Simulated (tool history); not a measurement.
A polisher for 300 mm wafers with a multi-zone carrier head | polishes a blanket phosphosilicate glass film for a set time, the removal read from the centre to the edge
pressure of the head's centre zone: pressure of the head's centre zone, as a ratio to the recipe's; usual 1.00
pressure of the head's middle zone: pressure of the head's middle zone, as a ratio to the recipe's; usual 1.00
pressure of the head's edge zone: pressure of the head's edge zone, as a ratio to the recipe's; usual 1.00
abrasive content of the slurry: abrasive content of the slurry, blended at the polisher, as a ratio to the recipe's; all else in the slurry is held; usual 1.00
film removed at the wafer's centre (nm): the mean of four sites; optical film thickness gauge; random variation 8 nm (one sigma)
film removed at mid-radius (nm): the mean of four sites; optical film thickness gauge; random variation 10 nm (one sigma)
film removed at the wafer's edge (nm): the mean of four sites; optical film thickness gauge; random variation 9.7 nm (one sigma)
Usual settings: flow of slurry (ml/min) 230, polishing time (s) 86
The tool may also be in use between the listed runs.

run    hour  flow of slurry (ml/min)  pressure of the head's centre zone  pressure of the head's middle zone  pressure of the head's edge zone  abrasive content of the slurry  polishing time (s)  incoming thickness of the incoming film, nm  film removed at the wafer's centre (nm)  film removed at mid-radius (nm)  film removed at the wafer's edge (nm)
  1     0.0                      230                                1.00                                1.00                              1.00                            1.00                  86                                       3321.9                                    957.7                            874.0                                  859.1
  2    69.8                      230                                1.00                                1.00                              1.00                            1.00                  86                                       3322.7                                    972.7                            883.1                                  858.2
  3   159.8                      230                                1.00                                1.00                              1.00                            1.00                  86                                       3296.3                                    976.1                            871.7                                  853.7
  4   236.3                      230                                0.95                                1.00                              1.00                            1.15                  86                                       3261.5                                    983.2                            932.6                                  927.6
      241.5  -- edge zone pressure recalibrated
  5   335.2                      230                                0.95                                1.00                              1.00                            1.15                  86                                       3337.0                                    993.2                            917.3                                  911.0
  6   389.3                      230                                1.00                                1.00                              1.00                            1.00                  86                                       3246.4                                    993.5                            873.6                                  867.2
      411.0  -- worn pad replaced by a new one
  7   488.0                      230                                1.00                                0.93                              1.00                            1.15                  86                                       3258.0                                   1045.8                            878.8                                  908.3
      517.3  -- centre zone pressure recalibrated
      550.1  -- carrier head's membrane replaced by a new one
      563.3  -- edge zone pressure recalibrated
  8   590.0                      230                                1.00                                0.93                              1.00                            1.15                  86                                       3268.6                                    959.0                            862.1                                  916.6
      608.2  -- slurry nozzle cleaned
  9   692.5                      230                                1.00                                1.00                              1.04                            1.15                  86                                       3275.5                                    989.0                            939.2                                  923.2
 10   775.5                      230                                1.00                                1.00                              1.00                            1.00                  86                                       3322.1                                    932.9                            860.9                                  842.7
      791.2  -- worn pad replaced by a new one
 11   821.6                      230                                0.94                                1.00                              1.07                            1.00                  86                                       3320.3                                    888.1                            878.3                                  888.2
      890.1  -- edge zone pressure recalibrated
 12   890.6                      230                                1.00                                1.00                              1.00                            1.00                  86                                       3372.1                                    944.3                            853.5                                  849.7
 13   989.5                      300                                1.03                                1.00                              0.93                            1.00                  86                                       3317.0                                   1012.4                            907.0                                  832.8
 14  1058.5                      230                                1.11                                1.00                              1.00                            1.25                  86                                       3268.4                                   1184.3                            940.1                                  947.8
 15  1119.0                      300                                1.00                                1.00                              1.04                            1.00                  86                                       3381.6                                   1002.0                            885.3                                  889.1
 16  1157.8                      230                                1.00                                1.10                              1.00                            1.00                 113                                       3345.9                                   1268.4                           1233.9                                 1121.9
     1199.4  -- worn pad replaced by a new one
     1226.7  -- slurry nozzle cleaned
 17  1235.0                      230                                1.00                                0.91                              1.00                            1.00                  86                                       3275.9                                    953.6                            807.8                                  853.5
     1289.6  -- edge zone pressure recalibrated
 18  1332.2                      160                                1.00                                1.00                              1.00                            1.00                  86                                       3381.9                                    901.8                            813.2                                  820.8
     1347.7  -- centre zone pressure recalibrated
 19  1394.8                      230                                1.00                                1.00                              0.91                            1.00                 109                                       3284.1                                   1130.1                           1095.3                                 1044.5
 20  1494.7                      155                                1.00                                1.00                              1.05                            1.20                  86                                       3316.1                                    922.6                            889.4                                  888.2
     1573.8  -- worn pad replaced by a new one
 21  1600.3                      230                                0.92                                1.00                              1.06                            1.25                  86                                       3329.4                                    969.4                            969.8                                  965.4
     1664.0  -- edge zone pressure recalibrated
 22  1694.8                      230                                1.00                                1.00                              1.00                            1.00                  86                                       3340.3                                    937.3                            860.1                                  838.9

3 ways to go on from here, each from the tool as it stands after run 22. What would each give?
  A  1695.2                      230                                1.00                                1.00                              1.00                            1.00                  86                                       3288.8                                        ?                                ?                                      ?
  B  1695.2                      190                                1.00                                1.07                              1.00                            0.80                  86                                       3288.8                                        ?                                ?                                      ?
  C  1695.2                      230                                1.10                                1.00                              0.90                            1.20                  86                                       3288.8                                        ?                                ?                                      ?

run  film removed at the wafer's centre (nm)  film removed at mid-radius (nm)  film removed at the wafer's edge (nm)
  A                                    959.7                            856.6                                  841.0
  B                                    820.9                            778.3                                  726.4
  C                                   1151.6                            934.0                                  873.1
Without the tool's hidden state the same runs would have given:
run  film removed at the wafer's centre (nm)  film removed at mid-radius (nm)  film removed at the wafer's edge (nm)
  A                                    874.0                            857.0                                  841.0
  B                                    747.6                            778.7                                  726.4
  C                                   1049.5                            934.5                                  873.1

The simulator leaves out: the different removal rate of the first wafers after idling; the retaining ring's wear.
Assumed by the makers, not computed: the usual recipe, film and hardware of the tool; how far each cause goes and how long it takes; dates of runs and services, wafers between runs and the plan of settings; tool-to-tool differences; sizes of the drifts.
